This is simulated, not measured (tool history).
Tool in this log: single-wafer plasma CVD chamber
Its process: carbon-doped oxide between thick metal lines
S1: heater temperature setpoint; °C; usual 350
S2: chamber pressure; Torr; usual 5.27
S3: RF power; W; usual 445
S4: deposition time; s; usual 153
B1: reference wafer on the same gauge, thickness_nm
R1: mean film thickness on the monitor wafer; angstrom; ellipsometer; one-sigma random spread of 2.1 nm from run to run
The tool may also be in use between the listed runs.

run,hour,S1,S2,S3,S4,B1,R1
1,0.0,350,5.27,445,136,605.244,5713.69
2,16.8,350,5.27,445,153,603.589,6380.67
3,41.6,350,5.27,445,153,604.109,6353.62
4,59.4,350,5.27,445,153,603.983,6369.93
# hour 70.5: gauge calibrated
5,73.1,350,5.27,445,153,610.125,6438.87
6,102.9,350,5.27,505,153,609.572,7142.03
7,134.8,350,5.27,505,153,608.434,7105.37
8,160.4,350,5.27,395,153,608.854,5753.51
9,181.6,350,5.27,480,159,608.370,7104.41
# hour 209.3: capacitance manometer re-zeroed and calibrated
10,217.5,350,5.27,480,159,606.752,7102.06
11,242.3,361,5.27,445,123,605.939,5007.72
12,267.7,350,6.45,360,138,604.883,4790.39
13,296.0,350,5.27,360,153,604.511,5176.09
14,323.7,350,5.27,445,153,604.552,6356.36
15,341.9,350,6.09,445,153,604.380,6468.65
# hour 350.2: gauge calibrated
16,366.8,350,5.27,445,168,610.986,7037.71
# hour 381.0: showerhead replaced
# hour 400.1: RF generator calibrated
# hour 403.6: thermocouple changed; heater temperature recalibrated
17,404.1,350,4.56,375,153,609.017,5353.08
18,421.9,350,5.27,445,153,609.272,6430.34
19,450.0,363,5.67,445,127,606.824,5212.30
20,477.9,350,6.00,490,153,606.832,7033.76
21,508.1,350,5.27,445,153,607.016,6430.04

Here are 5 independent what-if runs from the current tool condition. What would each one return?
A,508.5,350,5.27,445,153,?,?
B,508.5,362,4.20,390,130,?,?
C,508.5,357,5.77,530,142,?,?
D,508.5,350,4.65,480,153,?,?
E,508.5,342,5.27,400,153,?,?

run,B1,R1
A,606.224,6438.27
B,606.224,4571.62
C,606.224,6808.73
D,606.224,6744.53
E,606.224,5949.73
With the hidden condition removed and each run's random variation left untouched, the same runs would have given:
run,R1
A,6476.39
B,4598.68
C,6849.04
D,6784.46
E,5984.96

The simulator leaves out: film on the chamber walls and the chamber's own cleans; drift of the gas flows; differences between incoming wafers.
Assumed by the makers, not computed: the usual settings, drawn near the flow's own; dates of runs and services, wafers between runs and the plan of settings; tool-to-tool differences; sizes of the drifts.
